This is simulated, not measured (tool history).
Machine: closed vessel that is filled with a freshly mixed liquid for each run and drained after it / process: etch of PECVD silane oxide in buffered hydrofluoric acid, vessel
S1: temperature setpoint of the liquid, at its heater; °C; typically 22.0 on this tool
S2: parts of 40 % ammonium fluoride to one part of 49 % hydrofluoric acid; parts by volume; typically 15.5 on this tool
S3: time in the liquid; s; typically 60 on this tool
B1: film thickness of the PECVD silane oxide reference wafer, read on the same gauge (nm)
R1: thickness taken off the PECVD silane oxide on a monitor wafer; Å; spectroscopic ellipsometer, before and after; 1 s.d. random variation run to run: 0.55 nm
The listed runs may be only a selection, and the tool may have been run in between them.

run 1 hour=0.0 | S1=22.0 S2=15.5 S3=60 | B1=120.03 | R1=1309.9
run 2 hour=21.6 | S1=22.0 S2=15.5 S3=60 | B1=120.00 | R1=1319.9
run 3 hour=49.7 | S1=22.0 S2=15.5 S3=60 | B1=120.01 | R1=1313.7
run 4 hour=73.0 | S1=22.0 S2=15.5 S3=60 | B1=119.99 | R1=1324.1
run 5 hour=108.1 | S1=22.0 S2=15.5 S3=60 | B1=120.00 | R1=1322.7
run 6 hour=129.2 | S1=22.0 S2=15.5 S3=60 | B1=120.00 | R1=1323.0
run 7 hour=148.8 | S1=26.0 S2=15.5 S3=60 | B1=119.98 | R1=1630.8
run 8 hour=163.6 | S1=22.0 S2=15.5 S3=60 | B1=119.99 | R1=1316.8
run 9 hour=183.0 | S1=22.0 S2=15.5 S3=60 | B1=120.00 | R1=1319.8
run 10 hour=206.7 | S1=22.0 S2=15.5 S3=60 | B1=120.04 | R1=1312.1
run 11 hour=238.3 | S1=22.0 S2=15.5 S3=60 | B1=120.01 | R1=1311.3
run 12 hour=269.9 | S1=20.0 S2=15.5 S3=60 | B1=120.01 | R1=1178.8
run 13 hour=290.4 | S1=22.0 S2=15.5 S3=60 | B1=119.96 | R1=1313.3
run 14 hour=389.6 | S1=22.0 S2=12.5 S3=60 | B1=120.00 | R1=1626.5
run 15 hour=419.8 | S1=22.0 S2=12.5 S3=60 | B1=119.99 | R1=1627.4
run 16 hour=453.0 | S1=22.0 S2=12.5 S3=60 | B1=119.99 | R1=1632.6
run 17 hour=478.6 | S1=25.5 S2=15.5 S3=40 | B1=120.00 | R1=1065.6
run 18 hour=493.1 | S1=22.0 S2=12.0 S3=60 | B1=120.02 | R1=1694.6
-- hour=522.5 thermometer replaced
run 19 hour=524.9 | S1=27.0 S2=12.5 S3=40 | B1=119.99 | R1=1422.8
-- hour=529.4 gauge calibrated
run 20 hour=557.9 | S1=22.0 S2=15.5 S3=60 | B1=119.97 | R1=1325.4
run 21 hour=588.2 | S1=20.5 S2=15.5 S3=30 | B1=120.03 | R1=600.5
run 22 hour=613.3 | S1=22.0 S2=15.5 S3=30 | B1=119.98 | R1=663.1
-- hour=638.4 hydrofluoric acid flow meter replaced
run 23 hour=644.8 | S1=25.0 S2=19.0 S3=95 | B1=120.01 | R1=1999.7
run 24 hour=675.2 | S1=22.0 S2=13.5 S3=30 | B1=119.98 | R1=758.2
run 25 hour=688.8 | S1=25.0 S2=19.5 S3=45 | B1=120.00 | R1=931.7
run 26 hour=720.5 | S1=19.0 S2=19.5 S3=60 | B1=119.98 | R1=884.0
run 27 hour=752.3 | S1=22.0 S2=15.5 S3=60 | B1=120.01 | R1=1317.2
run 28 hour=778.7 | S1=22.0 S2=15.5 S3=60 | B1=119.98 | R1=1308.5
run 29 hour=795.6 | S1=24.0 S2=20.5 S3=60 | B1=119.99 | R1=1123.5
run 30 hour=816.5 | S1=22.0 S2=15.5 S3=60 | B1=120.03 | R1=1326.9
run 31 hour=843.5 | S1=25.0 S2=15.5 S3=45 | B1=120.00 | R1=1167.1
run 32 hour=874.6 | S1=22.0 S2=15.5 S3=45 | B1=120.00 | R1=985.5

Here are 3 independent what-if runs from the current tool condition. What would each one return?
run A hour=875.3 | S1=22.0 S2=19.0 S3=60 | B1=? | R1=?
run B hour=875.3 | S1=22.0 S2=14.0 S3=60 | B1=? | R1=?
run C hour=875.3 | S1=23.5 S2=15.5 S3=40 | B1=? | R1=?

run=A B1=120.01 R1=1077.2
run=B B1=120.01 R1=1455.0
run=C B1=120.01 R1=953.3
With no hidden state in the tool, these same runs would have given:
run=A R1=1077.2
run=B R1=1455.0
run=C R1=953.3
